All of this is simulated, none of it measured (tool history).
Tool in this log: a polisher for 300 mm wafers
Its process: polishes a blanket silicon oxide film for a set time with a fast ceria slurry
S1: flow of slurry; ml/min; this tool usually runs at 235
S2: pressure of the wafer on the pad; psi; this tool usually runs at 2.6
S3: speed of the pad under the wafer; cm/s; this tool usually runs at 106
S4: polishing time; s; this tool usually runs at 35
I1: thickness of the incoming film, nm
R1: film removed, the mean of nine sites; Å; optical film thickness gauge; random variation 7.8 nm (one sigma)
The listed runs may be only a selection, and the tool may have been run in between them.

run	day	S1	S2	S3	S4	I1	R1
1	0	235	2.6	106	35	1486.6	5982
2	0.617	235	2.6	106	35	1516.3	5868
3	1.283	235	2.6	106	35	1529.4	5818
# day 2.121: worn pad replaced by a new one
4	2.142	235	2.6	80	35	1517.3	4114
5	2.617	235	2.6	80	35	1522	4111
6	3.325	235	2.6	80	35	1499.4	3934
# day 3.708: worn pad replaced by a new one, repeated, since the last time left the tool worse
7	3.746	235	2.6	106	35	1526.7	6037
# day 3.833: slurry nozzle cleaned
8	4.333	235	2.6	106	35	1518.6	5928
# day 4.646: head pressure recalibrated
9	4.962	235	2.6	106	35	1521.5	6000
10	5.512	235	2.6	106	35	1511.6	5872
# day 6.083: worn pad replaced by a new one
11	6.104	235	2.6	72	30	1513	3511
12	6.612	235	2.6	106	39	1512.7	6564
13	7.183	190	2.6	106	35	1523.6	5639
14	7.567	235	2.1	106	41	1493.9	5600
15	8.283	235	2.6	106	40	1509.6	6507
# day 8.642: worn pad replaced by a new one
16	9.008	235	3.4	106	35	1537.3	7859
17	9.604	180	3.5	70	44	1487	6348

Predict each of these 5 candidate next runs independently; none follows another, all start after run 17:
A	9.621	235	2.3	106	35	1508.7	?
B	9.621	290	2.6	106	35	1508.7	?
C	9.621	235	2.6	106	38	1508.7	?
D	9.621	235	2.2	132	35	1508.7	?
E	9.621	260	2.6	90	35	1508.7	?

run	R1
A	5275
B	6105
C	6474
D	6283
E	5124
What these runs would have given with no unlogged condition in the tool:
run	R1
A	5538
B	6409
C	6796
D	6596
E	5379
